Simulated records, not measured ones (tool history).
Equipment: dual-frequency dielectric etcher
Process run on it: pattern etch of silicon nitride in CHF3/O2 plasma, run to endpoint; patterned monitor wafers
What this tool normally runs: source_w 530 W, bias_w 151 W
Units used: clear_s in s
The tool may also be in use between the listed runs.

run    hour  source_w  bias_w  wafers since the last listed run  hours since the last wet clean  hours since the last source power generator calibration  hours since the last bias power generator calibration  hours since the last upper electrode change  incoming incoming film thickness, nm  clear_s
  1       0       530     137                                 0                             2.4                                                   2595.7                                                 1545.3                                       3251.2                                   104     77.1
  2    59.6       530     161                               557                              62                                                   2655.3                                                 1604.9                                       3310.8                                 103.8     72.5
  3    89.2       530     151                               276                            91.6                                                   2684.9                                                 1634.5                                       3340.4                                 103.1     74.1
  4   236.5       530     151                              1376                           238.9                                                   2832.2                                                 1781.8                                       3487.7                                 103.2       75
  5   269.7       530     151                               310                           272.1                                                   2865.4                                                   1815                                       3520.9                                 104.1     75.8
  6   326.8       530     174                               533                           329.2                                                   2922.5                                                 1872.1                                         3578                                 103.3     71.7
  7     376       530     140                               459                           378.4                                                   2971.7                                                 1921.3                                       3627.2                                   103     77.9
      431.1  -- wet clean of the chamber
  8   447.6       530     151                               444                            16.5                                                   3043.3                                                 1992.9                                       3698.8                                 104.8     75.1
  9   513.3       530     151                               614                            82.2                                                     3109                                                 2058.6                                       3764.5                                 104.1     74.8
 10   538.6       530     151                               236                           107.5                                                   3134.3                                                 2083.9                                       3789.8                                 102.8     74.5
 11   579.8       530     151                               385                           148.7                                                   3175.5                                                 2125.1                                         3831                                 102.4     74.2
 12   632.9       530     151                               496                           201.8                                                   3228.6                                                 2178.2                                       3884.1                                 102.5     74.3
 13   669.8       430     151                               344                           238.7                                                   3265.5                                                 2215.1                                         3921                                 102.7     82.7
 14   729.1       530     151                               554                             298                                                   3324.8                                                 2274.4                                       3980.3                                 102.4     74.8
 15   761.7       530     151                               304                           330.6                                                   3357.4                                                   2307                                       4012.9                                 103.2     75.6
 16   815.3       460     141                               500                           384.2                                                     3411                                                 2360.6                                       4066.5                                 102.9     83.1
      864.5  -- wet clean of the chamber
 17   867.8       530     151                               266                             3.3                                                   3463.5                                                 2413.1                                         4119                                 103.3     73.4
      894.5  -- upper electrode replaced
 18     895       570     126                                29                            30.5                                                   3490.7                                                 2440.3                                          0.5                                 103.7     76.9
 19   952.2       530     151                               534                            87.7                                                   3547.9                                                 2497.5                                         57.7                                 102.7     73.8
 20   992.2       500     173                               373                           127.7                                                   3587.9                                                 2537.5                                         97.7                                 101.7     71.3
     1042.8  -- bias power generator calibrated
     1125.8  -- source power generator calibrated
 21  1133.7       430     164                              1247                           269.2                                                      7.9                                                   90.9                                        239.2                                 103.5     82.2
 22  1158.1       530     151                               228                           293.6                                                     32.3                                                  115.3                                        263.6                                 103.1     76.4
 23  1197.2       530     151                               365                           332.7                                                     71.4                                                  154.4                                        302.7                                 102.8     77.2
 24  1234.5       530     151                               348                             370                                                    108.7                                                  191.7                                          340                                 104.5     77.9
 25  1305.3       500     173                               661                           440.8                                                    179.5                                                  262.5                                        410.8                                 102.5     74.7
     1347.5  -- wet clean of the chamber
 26    1348       530     122                               174                             0.5                                                    222.2                                                  305.2                                        453.5                                   103       81
 27  1383.1       460     128                               328                            35.6                                                    257.3                                                  340.3                                        488.6                                 102.2     84.1
 28  1430.1       430     172                               439                            82.6                                                    304.3                                                  387.3                                        535.6                                 103.1     78.3
 29  1483.2       530     151                               496                           135.7                                                    357.4                                                  440.4                                        588.7                                 104.5     76.6
 30  1523.2       400     151                               373                           175.7                                                    397.4                                                  480.4                                        628.7                                 104.1     86.8
 31  1581.9       450     151                               548                           234.4                                                    456.1                                                  539.1                                        687.4                                   103     81.6
 32  1644.3       420     176                               583                           296.8                                                    518.5                                                  601.5                                        749.8                                 102.8     79.7
 33  1704.4       530     151                               561                           356.9                                                    578.6                                                  661.6                                        809.9                                 103.8     77.2
     1739.7  -- wet clean of the chamber
 34  1740.2       530     151                               110                             0.5                                                    614.4                                                  697.4                                        845.7                                 102.4     73.3
 35  1806.4       410     132                               618                            66.7                                                    680.6                                                  763.6                                        911.9                                 102.1       88
 36  1835.8       640     181                               274                            96.1                                                      710                                                    793                                        941.3                                 103.4     64.2

The same runs without the tool's hidden state, with the same run-to-run variation:
Hidden state at play: etch rate over this chamber's usual, %; source power that arrives over what is set, %; bias power that arrives over what is set, %.
run  clear_s
  1     78.7
  2     73.7
  3     75.1
  4     75.1
  5     75.7
  6     71.3
  7     77.1
  8     76.5
  9     75.9
 10     75.4
 11     74.8
 12     74.6
 13     82.7
 14     74.5
 15       75
 16     82.1
 17     75.3
 18     78.8
 19     75.2
 20     72.4
 21     80.5
 22     74.7
 23     75.4
 24     75.8
 25     72.4
 26     81.6
 27     84.4
 28     78.4
 29     76.4
 30     86.4
 31     80.8
 32     78.6
 33     75.8
 34     74.3
 35     88.8
 36     64.6
